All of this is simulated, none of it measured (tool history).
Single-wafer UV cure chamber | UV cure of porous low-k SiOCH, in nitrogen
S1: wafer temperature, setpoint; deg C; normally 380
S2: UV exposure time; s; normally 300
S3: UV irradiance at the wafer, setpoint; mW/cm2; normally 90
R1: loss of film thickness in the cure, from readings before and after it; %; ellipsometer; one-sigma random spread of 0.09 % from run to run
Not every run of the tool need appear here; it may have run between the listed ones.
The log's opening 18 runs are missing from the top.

run	hour	S1	S2	S3	R1
19	204.9	380	300	90	11.103
20	217.2	380	300	90	11.209
21	223.3	380	215	55	7.637
22	234.7	380	300	90	10.915
23	248	363	420	122	13.643
24	258.9	367	400	79	11.496
25	268.8	365	385	115	13.131
26	280.3	380	405	122	13.806
27	298.2	380	300	128	12.58
28	305.8	372	415	129	13.908
29	336.7	380	300	68	9.907
# hour 349.8: UV bulbs replaced
30	350.3	389	300	62	9.622
31	362.5	380	300	90	11.107
32	380.4	386	390	117	13.546
33	391.5	390	450	62	11.554
34	400.4	365	300	123	12.141
35	414	380	300	90	10.997
36	430.1	380	300	90	11.11
37	446.9	380	300	120	12.329
38	460.6	367	300	101	11.21
39	474.4	380	300	90	11.024
40	484	380	155	90	8.348
41	501.2	394	225	58	8.225

What if the next run were any one of these 3? Each begins from the tool's condition after run 41:
A	501.7	380	300	90	?
B	501.7	369	300	111	?
C	501.7	390	460	114	?

run	R1
A	11.17
B	11.904
C	14.397
The same runs, with their run-to-run variation unchanged, on a tool lacking any hidden condition would have given:
run	R1
A	11.17
B	11.904
C	14.397
